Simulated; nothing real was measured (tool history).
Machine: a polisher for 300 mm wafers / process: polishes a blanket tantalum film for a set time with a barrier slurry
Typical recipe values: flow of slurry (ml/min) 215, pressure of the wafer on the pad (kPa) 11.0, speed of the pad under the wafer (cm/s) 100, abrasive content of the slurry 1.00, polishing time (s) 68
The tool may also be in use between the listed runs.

run,day,flow of slurry (ml/min),pressure of the wafer on the pad (kPa),speed of the pad under the wafer (cm/s),abrasive content of the slurry,polishing time (s),wafers since the last listed run,wafers polished on this pad,hours since the slurry nozzle was cleaned,hours since the head pressure was calibrated,hours since the slurry blender was calibrated,"incoming thickness of the incoming film, nm",film removed (angstrom)
1,0.000,215,11.0,100,1.00,68,0,114,20.2,915.6,107.8,279.9,790
2,1.150,215,11.0,100,1.00,68,265,379,47.8,943.2,135.4,279.6,785
3,3.421,215,11.0,100,1.00,68,524,904,102.3,997.7,189.9,279.8,788
4,5.025,215,11.0,100,1.00,68,370,1275,140.8,1036.2,228.4,283.2,756
# day 5.475: worn pad replaced by a new one
# day 5.883: slurry blender recalibrated
5,9.383,215,11.0,100,1.00,68,949,883,245.4,1140.8,84.0,276.4,822
# day 9.875: slurry nozzle cleaned
6,10.442,215,11.0,100,1.00,68,234,1118,13.6,1166.2,109.4,277.3,795
# day 11.517: worn pad replaced by a new one
# day 12.088: head pressure recalibrated
7,12.608,215,11.0,110,1.00,68,442,232,65.6,12.5,161.4,280.9,879
8,14.446,215,11.0,100,1.00,79,424,657,109.7,56.6,205.5,284.1,881
# day 15.958: slurry blender recalibrated
9,16.800,215,11.0,100,1.00,68,524,1182,166.2,113.1,20.2,278.2,834
# day 17.050: worn pad replaced by a new one
10,18.442,260,11.0,100,0.80,68,340,321,205.6,152.5,59.6,279.4,791
11,21.079,215,6.9,100,1.00,68,609,930,268.9,215.8,122.9,281.2,506
# day 22.621: slurry nozzle cleaned
# day 23.025: worn pad replaced by a new one
12,23.412,250,8.3,76,1.00,68,490,89,19.0,271.8,178.9,283.4,467
13,25.267,215,11.0,100,1.00,44,428,518,63.5,316.3,223.4,282.6,490
# day 25.850: slurry blender recalibrated
14,26.712,215,11.0,100,1.00,68,314,832,98.2,351.0,20.7,281.4,839

Predict each of these 5 candidate next runs independently; none follows another, all start after run 14:
A,26.729,215,11.0,100,1.00,68,3,836,98.6,351.4,21.1,275.0,?
B,26.729,215,11.0,86,1.00,68,3,836,98.6,351.4,21.1,275.0,?
C,26.729,215,11.0,100,1.25,68,3,836,98.6,351.4,21.1,275.0,?
D,26.729,215,11.0,100,1.00,48,3,836,98.6,351.4,21.1,275.0,?
E,26.729,250,11.0,100,1.00,68,3,836,98.6,351.4,21.1,275.0,?

run,film removed (angstrom)
A,839
B,731
C,892
D,592
E,855
Had the tool no hidden state, the same runs would have come out as:
run,film removed (angstrom)
A,845
B,737
C,897
D,597
E,861

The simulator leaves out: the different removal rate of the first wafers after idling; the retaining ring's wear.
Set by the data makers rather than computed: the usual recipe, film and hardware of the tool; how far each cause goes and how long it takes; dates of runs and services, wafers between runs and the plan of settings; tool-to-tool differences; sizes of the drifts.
